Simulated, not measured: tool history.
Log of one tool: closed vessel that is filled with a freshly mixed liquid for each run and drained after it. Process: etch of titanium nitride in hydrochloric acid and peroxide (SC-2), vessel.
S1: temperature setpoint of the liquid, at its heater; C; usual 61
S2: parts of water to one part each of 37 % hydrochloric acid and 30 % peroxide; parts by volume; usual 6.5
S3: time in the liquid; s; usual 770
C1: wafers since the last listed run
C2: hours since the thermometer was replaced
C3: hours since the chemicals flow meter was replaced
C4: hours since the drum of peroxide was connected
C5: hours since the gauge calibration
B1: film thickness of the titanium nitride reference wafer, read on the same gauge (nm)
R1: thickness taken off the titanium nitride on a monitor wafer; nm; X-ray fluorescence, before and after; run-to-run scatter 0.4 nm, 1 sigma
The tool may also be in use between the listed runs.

{"run": 1, "hour": 0.0, "S1": 61, "S2": 6.5, "S3": 770, "C1": 0, "C2": 1401.9, "C3": 1334.4, "C4": 878, "C5": 185.6, "B1": 89.98, "R1": 45.02}
{"run": 2, "hour": 67.4, "S1": 61, "S2": 6.5, "S3": 770, "C1": 4195, "C2": 1469.3, "C3": 1401.8, "C4": 945.4, "C5": 253, "B1": 90.03, "R1": 44.04}
{"run": 3, "hour": 137.8, "S1": 61, "S2": 6.5, "S3": 770, "C1": 4382, "C2": 1539.7, "C3": 1472.2, "C4": 1015.8, "C5": 323.4, "B1": 90.04, "R1": 43.67}
{"run": 4, "hour": 224.7, "S1": 61, "S2": 6.5, "S3": 770, "C1": 5409, "C2": 1626.6, "C3": 1559.1, "C4": 1102.7, "C5": 410.3, "B1": 90, "R1": 44.09}
{"run": 5, "hour": 273.7, "S1": 61, "S2": 6.5, "S3": 770, "C1": 3050, "C2": 1675.6, "C3": 1608.1, "C4": 1151.7, "C5": 459.3, "B1": 90.06, "R1": 44.21}
{"run": 6, "hour": 334.0, "S1": 61, "S2": 6.5, "S3": 770, "C1": 3753, "C2": 1735.9, "C3": 1668.4, "C4": 1212, "C5": 519.6, "B1": 90.03, "R1": 44.05}
{"run": 7, "hour": 405.3, "S1": 61, "S2": 6.5, "S3": 770, "C1": 4438, "C2": 1807.2, "C3": 1739.7, "C4": 1283.3, "C5": 590.9, "B1": 89.98, "R1": 43.65}
{"hour": 475.7, "done": "new drum of peroxide connected"}
{"run": 8, "hour": 504.4, "S1": 61, "S2": 6.5, "S3": 770, "C1": 6106, "C2": 1906.3, "C3": 1838.8, "C4": 28.7, "C5": 690, "B1": 90.01, "R1": 41.86}
{"run": 9, "hour": 605.1, "S1": 55, "S2": 6.5, "S3": 1000, "C1": 6268, "C2": 2007, "C3": 1939.5, "C4": 129.4, "C5": 790.7, "B1": 89.99, "R1": 37.23}
{"hour": 646.3, "done": "new drum of peroxide connected, repeated, since the last time left the tool worse"}
{"hour": 657.2, "done": "thermometer replaced"}
{"run": 10, "hour": 699.6, "S1": 61, "S2": 6.5, "S3": 1230, "C1": 5758, "C2": 42.4, "C3": 2034, "C4": 53.3, "C5": 885.2, "B1": 90.03, "R1": 72.67}
{"run": 11, "hour": 762.3, "S1": 56.5, "S2": 9, "S3": 770, "C1": 3903, "C2": 105.1, "C3": 2096.7, "C4": 116, "C5": 947.9, "B1": 89.96, "R1": 26.76}
{"run": 12, "hour": 805.5, "S1": 67, "S2": 8, "S3": 450, "C1": 2689, "C2": 148.3, "C3": 2139.9, "C4": 159.2, "C5": 991.1, "B1": 90.04, "R1": 33.27}
{"hour": 808.2, "done": "gauge calibrated"}
{"hour": 824.6, "done": "chemicals flow meter replaced"}
{"run": 13, "hour": 912.8, "S1": 61, "S2": 6.5, "S3": 770, "C1": 6617, "C2": 255.6, "C3": 88.2, "C4": 266.5, "C5": 104.6, "B1": 89.99, "R1": 46.1}
{"run": 14, "hour": 948.9, "S1": 61, "S2": 6.5, "S3": 770, "C1": 2247, "C2": 291.7, "C3": 124.3, "C4": 302.6, "C5": 140.7, "B1": 90, "R1": 45.41}
{"run": 15, "hour": 1032.1, "S1": 58, "S2": 5.5, "S3": 630, "C1": 5179, "C2": 374.9, "C3": 207.5, "C4": 385.8, "C5": 223.9, "B1": 90, "R1": 35.17}
{"run": 16, "hour": 1070.1, "S1": 55.5, "S2": 9, "S3": 1065, "C1": 2365, "C2": 412.9, "C3": 245.5, "C4": 423.8, "C5": 261.9, "B1": 90.04, "R1": 34.9}

Consider 4 possible next runs. They are alternatives, not a sequence: every one starts from the tool as it was left by run 16. What does each give?
{"run": "A", "hour": 1071.0, "S1": 61, "S2": 6.5, "S3": 770, "C1": 56, "C2": 413.8, "C3": 246.4, "C4": 424.7, "C5": 262.8, "B1": "?", "R1": "?"}
{"run": "B", "hour": 1071.0, "S1": 69.5, "S2": 7.5, "S3": 770, "C1": 56, "C2": 413.8, "C3": 246.4, "C4": 424.7, "C5": 262.8, "B1": "?", "R1": "?"}
{"run": "C", "hour": 1071.0, "S1": 69.5, "S2": 4.5, "S3": 770, "C1": 56, "C2": 413.8, "C3": 246.4, "C4": 424.7, "C5": 262.8, "B1": "?", "R1": "?"}
{"run": "D", "hour": 1071.0, "S1": 53.5, "S2": 8.5, "S3": 770, "C1": 56, "C2": 413.8, "C3": 246.4, "C4": 424.7, "C5": 262.8, "B1": "?", "R1": "?"}

run=A B1=89.97 R1=45.37
run=B B1=89.97 R1=68.06
run=C B1=89.97 R1=99.56
run=D B1=89.97 R1=22.75
Had the tool no hidden state, the same runs would have come out as:
run=A R1=46.09
run=B R1=69.16
run=C R1=101.07
run=D R1=23.13

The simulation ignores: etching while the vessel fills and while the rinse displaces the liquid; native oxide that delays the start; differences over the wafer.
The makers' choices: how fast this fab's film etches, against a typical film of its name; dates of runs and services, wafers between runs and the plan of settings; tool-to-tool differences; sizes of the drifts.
